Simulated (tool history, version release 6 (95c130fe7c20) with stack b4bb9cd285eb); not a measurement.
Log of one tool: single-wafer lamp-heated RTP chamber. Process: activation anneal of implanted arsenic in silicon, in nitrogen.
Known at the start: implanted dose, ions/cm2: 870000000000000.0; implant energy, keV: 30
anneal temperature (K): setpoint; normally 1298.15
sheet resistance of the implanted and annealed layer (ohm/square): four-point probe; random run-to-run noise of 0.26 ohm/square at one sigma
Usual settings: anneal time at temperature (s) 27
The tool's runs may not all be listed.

| run | hour | anneal temperature (K) | anneal time at temperature (s) | read-back reference wafer on the same gauge, sheet resistance | sheet resistance of the implanted and annealed layer (ohm/square) |
|---|---|---|---|---|---|
| 1 | 0 | 1298.15 | 27 | 120.02 | 127.89 |
| 2 | 25.2 | 1298.15 | 27 | 120.01 | 128.1 |
|  | 63.3 | pyrometer window cleaned and pyrometer calibrated |
| 3 | 63.8 | 1298.15 | 27 | 120.03 | 129.06 |
| 4 | 200.2 | 1317.15 | 17 | 119.99 | 128.6 |
| 5 | 264.2 | 1317.15 | 17 | 119.95 | 128.56 |
| 6 | 295.2 | 1292.15 | 23 | 120.02 | 129.7 |
|  | 368.6 | reflector plate cleaned |
| 7 | 420.9 | 1292.15 | 23 | 120.02 | 129.13 |
| 8 | 469.6 | 1292.15 | 23 | 119.99 | 129.05 |
| 9 | 524.8 | 1270.15 | 12 | 120.03 | 134.62 |
| 10 | 582.5 | 1270.15 | 32 | 119.89 | 129.46 |
|  | 604.8 | pyrometer window cleaned and pyrometer calibrated |
| 11 | 641.5 | 1298.15 | 16 | 119.94 | 131.13 |
|  | 695.3 | gauge calibrated |
| 12 | 700.6 | 1298.15 | 27 | 119.98 | 128.3 |
| 13 | 770 | 1312.15 | 15 | 119.97 | 129.56 |

What does the tool deliver on the next run?
| 14 | 819.1 | 1280.15 | 20 | ? | ? |

Run 14 measured read-back reference wafer on the same gauge, sheet resistance 119.99, sheet resistance of the implanted and annealed layer (ohm/square) 130.98.
Take away the tool's hidden state, keep the run-to-run variation as it was, and the same run would have given sheet resistance of the implanted and annealed layer (ohm/square) 131.92.

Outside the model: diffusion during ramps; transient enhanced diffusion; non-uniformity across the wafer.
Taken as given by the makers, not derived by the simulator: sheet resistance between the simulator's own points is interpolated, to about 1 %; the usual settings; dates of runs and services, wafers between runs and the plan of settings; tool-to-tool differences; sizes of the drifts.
